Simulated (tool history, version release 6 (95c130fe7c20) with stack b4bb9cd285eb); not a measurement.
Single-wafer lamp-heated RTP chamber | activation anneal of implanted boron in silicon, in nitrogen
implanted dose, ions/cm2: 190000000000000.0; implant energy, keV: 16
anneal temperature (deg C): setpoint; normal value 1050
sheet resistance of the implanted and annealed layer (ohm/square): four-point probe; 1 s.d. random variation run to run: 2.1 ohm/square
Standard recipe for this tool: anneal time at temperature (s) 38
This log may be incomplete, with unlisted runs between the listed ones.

run,hour,anneal temperature (deg C),anneal time at temperature (s),"read-back reference wafer on the same gauge, sheet resistance",sheet resistance of the implanted and annealed layer (ohm/square)
1,0.0,1041,38,540.88,461.28
2,77.3,1034,38,539.67,460.50
3,134.5,1050,44,539.05,459.52
4,229.6,1050,44,537.16,460.63
# hour 263.8: pyrometer window cleaned and pyrometer calibrated
5,436.1,1050,44,532.19,451.71
6,498.6,1059,38,530.79,452.98
# hour 553.7: reflector plate cleaned
7,554.2,1059,38,528.56,452.35
# hour 610.0: pyrometer window cleaned and pyrometer calibrated
8,616.2,1059,38,526.75,451.45
9,657.7,1050,38,525.84,446.48
10,733.1,1050,38,522.07,448.30
11,804.8,1050,38,520.01,442.30
# hour 818.9: gauge calibrated
12,875.8,1050,38,547.05,469.38
13,913.0,1058,48,546.99,463.98
# hour 985.7: pyrometer window cleaned and pyrometer calibrated
# hour 1021.5: reflector plate cleaned
14,1022.0,1050,38,547.12,467.38
15,1095.7,1050,38,546.37,465.86
16,1140.6,1032,55,545.46,467.30
17,1233.8,1071,38,544.88,460.87
18,1303.6,1035,20,543.31,465.51
# hour 1327.8: pyrometer window cleaned and pyrometer calibrated
19,1403.9,1050,31,541.85,463.43
20,1510.1,1020,38,539.93,467.01
# hour 1531.2: reflector plate cleaned
21,1546.7,1059,31,539.58,460.35
22,1596.6,1050,32,537.82,461.05
23,1674.3,1032,57,535.77,454.96
# hour 1724.5: pyrometer window cleaned and pyrometer calibrated
24,1743.7,1072,22,534.44,454.97

Branching from run 24: 3 alternative next runs. What would each branch give?
A,1744.1,1058,38,?,?
B,1744.1,1060,29,?,?
C,1744.1,1050,58,?,?

run,"read-back reference wafer on the same gauge, sheet resistance",sheet resistance of the implanted and annealed layer (ohm/square)
A,534.79,456.38
B,534.79,457.35
C,534.79,454.94
Take away the tool's hidden state, keep each run's random variation, and the runs would have read:
run,sheet resistance of the implanted and annealed layer (ohm/square)
A,469.85
B,470.84
C,468.36
